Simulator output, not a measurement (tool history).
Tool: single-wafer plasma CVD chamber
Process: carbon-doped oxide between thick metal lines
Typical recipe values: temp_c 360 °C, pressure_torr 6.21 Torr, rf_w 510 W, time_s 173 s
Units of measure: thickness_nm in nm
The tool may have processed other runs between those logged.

run	day	temp_c	pressure_torr	rf_w	time_s	read-back reference wafer on the same gauge, thickness_nm	thickness_nm
1	0.000	360	6.21	510	173	1049.633	886.376
2	2.600	360	6.76	475	173	1049.730	845.021
3	6.983	360	6.76	475	173	1050.531	846.185
4	9.458	360	6.76	475	173	1050.263	842.158
5	12.683	360	6.21	510	173	1050.851	885.185
6	14.404	360	6.21	510	173	1051.116	884.954
7	18.592	360	6.21	510	173	1049.341	883.886
8	20.854	360	6.21	510	173	1050.883	881.759
9	22.992	360	6.21	510	173	1048.082	883.698
10	27.025	360	6.21	510	173	1050.669	879.546
# day 28.633: capacitance manometer re-zeroed and calibrated
11	29.375	374	6.21	425	144	1051.201	612.425
12	31.242	360	7.11	465	173	1049.541	820.673
# day 33.617: showerhead replaced
13	34.742	360	5.25	595	173	1052.379	963.317
# day 37.271: gauge calibrated
14	46.575	360	5.29	455	173	1050.019	785.136
# day 46.958: thermocouple changed; heater temperature recalibrated
# day 53.917: RF generator calibrated
15	56.904	360	6.21	510	173	1049.063	887.676
16	59.842	360	6.21	510	173	1050.928	889.678
17	64.038	360	6.67	460	173	1050.861	822.811
18	66.558	367	6.21	510	155	1049.512	782.116
19	70.942	360	6.21	510	173	1050.709	882.668
20	74.712	360	6.21	510	199	1051.163	1016.502

Give the tool's hidden conditions for every run:
wafer temperature above the value expected at the setpoint (K): 0 across all the runs
true pressure above the setpoint (%): 0 across all the runs
gauge reads high (%): 0 across all the runs
H1: delivered RF power above the setpoint (%)
run	H1
1	-0.472
2	-0.523
3	-0.624
4	-0.689
5	-0.782
6	-0.836
7	-0.98
8	-1.06
9	-1.15
10	-1.32
11	-1.43
12	-1.52
13	-1.69
14	-2.37
15	-0.251
16	-0.264
17	-0.297
18	-0.324
19	-0.387
20	-0.456
